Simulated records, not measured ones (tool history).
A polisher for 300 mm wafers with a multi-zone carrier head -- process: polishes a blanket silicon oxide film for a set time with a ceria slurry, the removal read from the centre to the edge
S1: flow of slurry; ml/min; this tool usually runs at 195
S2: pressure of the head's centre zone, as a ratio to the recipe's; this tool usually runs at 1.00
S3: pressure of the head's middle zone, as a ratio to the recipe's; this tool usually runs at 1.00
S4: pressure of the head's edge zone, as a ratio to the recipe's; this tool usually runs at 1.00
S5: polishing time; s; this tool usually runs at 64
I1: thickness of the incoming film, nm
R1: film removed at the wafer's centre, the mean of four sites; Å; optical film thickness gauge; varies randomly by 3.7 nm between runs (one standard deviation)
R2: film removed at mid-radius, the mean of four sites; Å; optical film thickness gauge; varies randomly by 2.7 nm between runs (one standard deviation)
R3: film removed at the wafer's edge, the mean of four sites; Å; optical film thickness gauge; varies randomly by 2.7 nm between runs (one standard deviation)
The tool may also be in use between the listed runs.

run,hour,S1,S2,S3,S4,S5,I1,R1,R2,R3
1,0.0,195,1.00,1.00,1.00,64,780.9,3087,3093,2920
2,71.4,195,1.00,1.00,1.00,64,791.7,3040,3141,2881
# hour 126.1: carrier head's membrane replaced by a new one
# hour 126.9: worn pad replaced by a new one
3,157.5,195,1.00,1.06,1.00,73,781.6,3480,3747,3324
4,229.2,180,0.93,1.00,1.00,64,781.1,2786,3115,2923
# hour 417.2: worn pad replaced by a new one
5,477.7,180,0.93,1.00,1.00,64,786.7,2757,3074,2893
6,556.6,180,0.93,1.00,1.00,64,782.0,2688,3058,2974
# hour 667.2: centre zone pressure recalibrated
# hour 689.4: worn pad replaced by a new one
7,756.2,195,0.95,1.00,0.92,64,793.4,2894,3159,2869
# hour 812.2: slurry nozzle cleaned
# hour 839.8: carrier head's membrane replaced by a new one
# hour 857.8: edge zone pressure recalibrated
8,862.9,195,1.05,1.09,1.00,64,801.4,3236,3322,2940
9,902.0,195,1.00,1.00,1.00,64,783.1,3065,3081,2925
10,998.9,195,0.90,1.12,1.00,52,801.9,2227,2749,2361
# hour 1015.4: worn pad replaced by a new one
11,1069.2,195,1.00,1.00,1.00,64,798.2,3057,3109,2969
12,1143.3,195,0.95,1.00,0.92,64,799.7,2858,3095,2835
13,1242.0,195,1.00,1.00,1.00,78,799.8,3556,3790,3542
14,1294.4,195,0.89,1.00,1.00,64,788.8,2613,3096,2914
# hour 1316.1: worn pad replaced by a new one
15,1349.4,195,1.00,1.07,1.00,64,783.2,2931,3284,2899
16,1394.7,195,1.00,1.00,1.00,64,804.7,2886,3089,2932
# hour 1494.4: centre zone pressure recalibrated
17,1494.9,165,0.91,1.00,1.08,64,792.2,2681,3020,3005
# hour 1543.3: carrier head's membrane replaced by a new one
18,1583.9,195,1.06,1.11,1.00,57,789.8,2905,3079,2582

Each row is a separate what-if for the run after 18, all from the same tool condition, not one after another. Results?
A,1584.3,195,1.00,1.00,1.00,64,797.8,?,?,?
B,1584.3,255,0.95,1.00,1.09,64,797.8,?,?,?
C,1584.3,195,1.11,0.96,1.00,64,797.8,?,?,?
D,1584.3,195,1.00,1.00,0.92,73,797.8,?,?,?

run,R1,R2,R3
A,3032,3108,2936
B,2989,3215,3141
C,3367,3001,2938
D,3459,3546,3220
Had the tool no hidden state, the same runs would have come out as:
run,R1,R2,R3
A,3018,3108,2936
B,2975,3215,3141
C,3351,3001,2938
D,3442,3546,3220
